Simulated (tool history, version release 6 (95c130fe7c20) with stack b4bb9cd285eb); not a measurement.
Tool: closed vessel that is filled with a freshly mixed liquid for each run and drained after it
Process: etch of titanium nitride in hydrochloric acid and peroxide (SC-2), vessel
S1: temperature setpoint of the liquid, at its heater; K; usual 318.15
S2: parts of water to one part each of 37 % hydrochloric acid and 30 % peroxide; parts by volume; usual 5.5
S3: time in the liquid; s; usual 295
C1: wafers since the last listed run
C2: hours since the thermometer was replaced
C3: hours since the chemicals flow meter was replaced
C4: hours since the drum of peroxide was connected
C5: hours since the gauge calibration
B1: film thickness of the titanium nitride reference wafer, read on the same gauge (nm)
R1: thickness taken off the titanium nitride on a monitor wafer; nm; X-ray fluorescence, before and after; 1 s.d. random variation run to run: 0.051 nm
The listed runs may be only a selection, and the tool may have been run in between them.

run,hour,S1,S2,S3,C1,C2,C3,C4,C5,B1,R1
1,0.0,318.15,5.5,295,0,339.8,324.9,216.5,1417.4,28.73,12.76
# hour 19.6: gauge calibrated
2,53.7,318.15,5.5,295,4534,393.5,378.6,270.2,34.1,29.93,13.32
3,103.0,318.15,5.5,295,4162,442.8,427.9,319.5,83.4,29.84,13.15
4,146.5,310.65,5.5,295,3673,486.3,471.4,363.0,126.9,29.72,7.81
5,202.5,310.65,5.5,295,4728,542.3,527.4,419.0,182.9,29.68,7.68
6,243.1,311.15,8.5,450,3428,582.9,568.0,459.6,223.5,29.61,8.66
7,268.1,318.15,5.5,295,2110,607.9,593.0,484.6,248.5,29.59,13.01
8,302.4,327.15,8.5,185,2896,642.2,627.3,518.9,282.8,29.52,10.63
9,344.2,327.15,6.5,295,3529,684.0,669.1,560.7,324.6,29.46,20.93
# hour 355.0: new drum of peroxide connected
10,376.2,318.15,5.5,295,2617,716.0,701.1,21.2,356.6,29.44,12.99
11,426.7,323.65,4.0,295,4264,766.5,751.6,71.7,407.1,29.39,23.55
12,494.1,318.15,5.5,295,5691,833.9,819.0,139.1,474.5,29.32,12.95
13,546.1,323.65,4.0,435,4390,885.9,871.0,191.1,526.5,29.30,34.62
14,601.5,318.15,5.5,295,4677,941.3,926.4,246.5,581.9,29.28,12.90
15,659.8,314.15,5.5,295,4922,999.6,984.7,304.8,640.2,29.23,9.78
16,715.0,318.15,4.5,155,4660,1054.8,1039.9,360.0,695.4,29.17,7.81
17,742.8,318.15,5.5,295,2347,1082.6,1067.7,387.8,723.2,29.17,12.99
18,786.8,318.15,4.0,120,3715,1126.6,1111.7,431.8,767.2,29.14,6.55
19,838.4,308.65,4.0,390,4356,1178.2,1163.3,483.4,818.8,29.13,10.86
# hour 932.0: new drum of peroxide connected
20,975.3,324.65,7.5,415,11475,1315.1,1300.2,43.3,955.7,29.12,22.15
21,1026.2,318.15,5.5,295,4297,1366.0,1351.1,94.2,1006.6,29.06,12.86
22,1095.8,315.15,8.0,295,5876,1435.6,1420.7,163.8,1076.2,29.04,7.82
23,1158.7,323.65,8.0,295,5311,1498.5,1483.6,226.7,1139.1,29.01,13.92
24,1218.5,308.65,4.0,390,5049,1558.3,1543.4,286.5,1198.9,29.04,10.84
# hour 1238.4: chemicals flow meter replaced
25,1252.2,313.65,5.5,295,2761,1592.0,13.8,320.2,1232.6,29.01,9.41
26,1304.0,312.65,4.5,235,4373,1643.8,65.6,372.0,1284.4,29.05,8.05
27,1365.6,308.65,4.0,230,5201,1705.4,127.2,433.6,1346.0,29.00,6.36
# hour 1420.2: new drum of peroxide connected
28,1420.7,318.15,5.5,295,4568,1760.5,182.3,0.5,1401.1,28.99,12.80
29,1459.3,323.15,8.5,200,3259,1799.1,220.9,39.1,1439.7,29.00,8.69

Each row is a separate what-if for the run after 29, all from the same tool condition, not one after another. Results?
A,1460.0,318.15,5.5,295,59,1799.8,221.6,39.8,1440.4,?,?
B,1460.0,323.65,5.5,160,59,1799.8,221.6,39.8,1440.4,?,?
C,1460.0,318.15,4.0,440,59,1799.8,221.6,39.8,1440.4,?,?
D,1460.0,318.15,5.5,170,59,1799.8,221.6,39.8,1440.4,?,?

run,B1,R1
A,28.99,12.84
B,28.99,10.10
C,28.99,23.94
D,28.99,7.40
Had the tool no hidden state, the same runs would have come out as:
run,R1
A,13.28
B,10.45
C,24.77
D,7.66
